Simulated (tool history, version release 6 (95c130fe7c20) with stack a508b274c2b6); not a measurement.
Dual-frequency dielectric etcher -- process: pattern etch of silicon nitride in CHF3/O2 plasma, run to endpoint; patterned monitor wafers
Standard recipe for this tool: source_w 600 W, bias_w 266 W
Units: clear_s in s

run	day	source_w	bias_w	incoming incoming film thickness, nm	clear_s
1	0.000	600	224	80.3	48.5
2	1.208	600	266	80.7	46.0
3	2.488	600	266	80.3	45.9
4	3.275	600	225	80.3	48.5
5	4.042	600	225	80.4	48.5
# day 6.971: upper electrode replaced
6	6.992	600	266	80.1	45.7
7	7.004	600	266	80.2	46.0
8	7.196	600	266	81.7	46.7
# day 8.804: source power generator calibrated
9	8.825	600	266	79.5	45.6
# day 10.642: wet clean of the chamber
10	10.662	600	266	80.3	45.2
11	10.675	680	229	80.2	45.9
12	11.596	520	266	80.1	46.9
13	12.108	640	211	80.1	48.1
14	12.696	600	206	80.5	49.6
15	14.083	600	266	80.1	45.1
# day 14.450: bias power generator calibrated
16	15.350	520	266	80.3	47.3
17	16.088	530	235	80.5	49.5
18	17.579	550	327	81.2	43.7
19	18.808	470	293	80.8	47.3
20	19.517	550	327	79.8	43.0

For each run, what was the tool's unlogged condition?
source power that arrives over what is set, %: 0 in every run
bias power that arrives over what is set, %: 0 in every run
H1: etch rate over this chamber's usual, %
run	H1
1	-1.22
2	-1.31
3	-1.41
4	-1.47
5	-1.53
6	-1.76
7	-1.76
8	-1.78
9	-1.9
10	-0.0173
11	-0.0183
12	-0.0899
13	-0.13
14	-0.176
15	-0.283
16	-0.382
17	-0.439
18	-0.555
19	-0.651
20	-0.706
